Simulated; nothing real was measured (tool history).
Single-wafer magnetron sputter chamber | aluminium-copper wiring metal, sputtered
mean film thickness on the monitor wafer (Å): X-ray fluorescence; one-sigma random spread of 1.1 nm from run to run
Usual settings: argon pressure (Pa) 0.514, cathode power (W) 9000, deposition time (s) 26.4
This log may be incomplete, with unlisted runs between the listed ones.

run	hour	argon pressure (Pa)	cathode power (W)	deposition time (s)	wafers since the last listed run	wafers on the sputter target	hours since the last manometer calibration	hours since the magnet pack was replaced	hours since the gauge calibration	read-back reference wafer on the same gauge, thickness_nm	mean film thickness on the monitor wafer (Å)
1	0	0.514	9000	29.2	0	3520	1640.3	9650.5	1014	383.793	4270.66
# hour 54.8: gauge calibrated
2	68.8	0.514	9000	29.2	1345	4866	1709.1	9719.3	14	383.882	4199.16
# hour 111.5: sputter target and shields replaced
3	112.7	0.514	9000	26.4	702	23	1753	9763.2	57.9	383.937	3891.76
4	165	0.514	9000	22.7	1023	1046	1805.3	9815.5	110.2	383.876	3340.49
5	231.8	0.514	9000	26.4	1306	2353	1872.1	9882.3	177	384.059	3870.86
# hour 372.6: sputter target and shields replaced
6	380.3	0.514	9000	26.4	2748	151	2020.6	10030.8	325.5	383.996	3912.84
7	423.8	0.514	9000	26.4	851	1002	2064.1	10074.3	369	383.813	3917.69
8	468	0.591	7700	26.4	864	1866	2108.3	10118.5	413.2	383.87	3164.87
9	519.9	0.591	7700	26.4	1015	2882	2160.2	10170.4	465.1	384.024	3145.47
10	582.8	0.591	7700	26.4	1230	4112	2223.1	10233.3	528	384.113	3122.93
11	630.5	0.514	9000	26.4	933	5046	2270.8	10281	575.7	383.841	3812.02
# hour 688.5: sputter target and shields replaced
12	693.2	0.514	9000	25	1070	92	2333.5	10343.7	638.4	383.85	3689.79
# hour 763.1: magnet pack replaced
13	763.6	0.514	9000	25	1220	1313	2403.9	0.5	708.8	384.158	3694.42
14	797.6	0.614	7150	26.4	665	1978	2437.9	34.5	742.8	383.789	2875.29
15	829.9	0.426	10800	30	631	2610	2470.2	66.8	775.1	384.111	5630.07
16	866.1	0.32	8400	25	708	3318	2506.4	103	811.3	384.115	3916.78
17	898.8	0.514	9000	26.4	639	3958	2539.1	135.7	844	383.952	3827.89
# hour 946.8: capacitance manometer re-zeroed and calibrated
18	956.4	0.309	8100	28.1	970	4928	9.6	193.3	901.6	383.909	4208.96
19	989.4	0.456	10500	23.3	645	5574	42.6	226.3	934.6	384.248	4054.6
# hour 1001.3: sputter target and shields replaced
# hour 1022.5: gauge calibrated
20	1029.3	0.514	7650	26.4	624	547	82.5	266.2	6.8	384.197	3321.69
21	1074.2	0.623	7100	30.8	878	1426	127.4	311.1	51.7	383.81	3317.01
22	1108.5	0.691	8050	23	671	2097	161.7	345.4	86	383.966	2685.41
23	1170.5	0.514	9000	26.4	1212	3310	223.7	407.4	148	383.682	3858.94
24	1232.4	0.514	9000	26.4	1211	4521	285.6	469.3	209.9	383.687	3828.74
# hour 1263.8: sputter target and shields replaced
25	1264.3	0.514	10300	28.1	467	10	317.5	501.2	241.8	384.377	4788.78
26	1330.8	0.514	9000	26.4	1301	1311	384	567.7	308.3	383.825	3919.89
27	1395.3	0.514	9000	22.8	1261	2572	448.5	632.2	372.8	384.108	3367.06

Pick out some run-to-run changes in mean film thickness on the monitor wafer (Å). Of each, how much would a tool without hidden state show as well, from the settings, what came in and chance, and how much is left for the hidden state and any gauge scatter not in both results compared?
The hidden state here: deposition rate above that of a new target (%); true argon pressure above the setpoint (%); gauge reads high (%).
Run 11 -> 12: deposition time (s) 26.4 -> 25, sputter target and shields replaced. mean film thickness on the monitor wafer (Å) -122.23: hidden state +106.13, all else -228.36.
Run 14 -> 15: argon pressure (Pa) 0.614 -> 0.426, cathode power (W) 7150 -> 10800, deposition time (s) 26.4 -> 30. mean film thickness on the monitor wafer (Å) +2754.78: hidden state -40.86, all else +2795.64.
Run 15 -> 16: argon pressure (Pa) 0.426 -> 0.32, cathode power (W) 10800 -> 8400, deposition time (s) 30 -> 25. mean film thickness on the monitor wafer (Å) -1713.29: hidden state -1.12, all else -1712.17.
Run 19 -> 20: argon pressure (Pa) 0.456 -> 0.514, cathode power (W) 10500 -> 7650, deposition time (s) 23.3 -> 26.4, sputter target and shields replaced, gauge calibrated. mean film thickness on the monitor wafer (Å) -732.91: hidden state +169.26, all else -902.17.
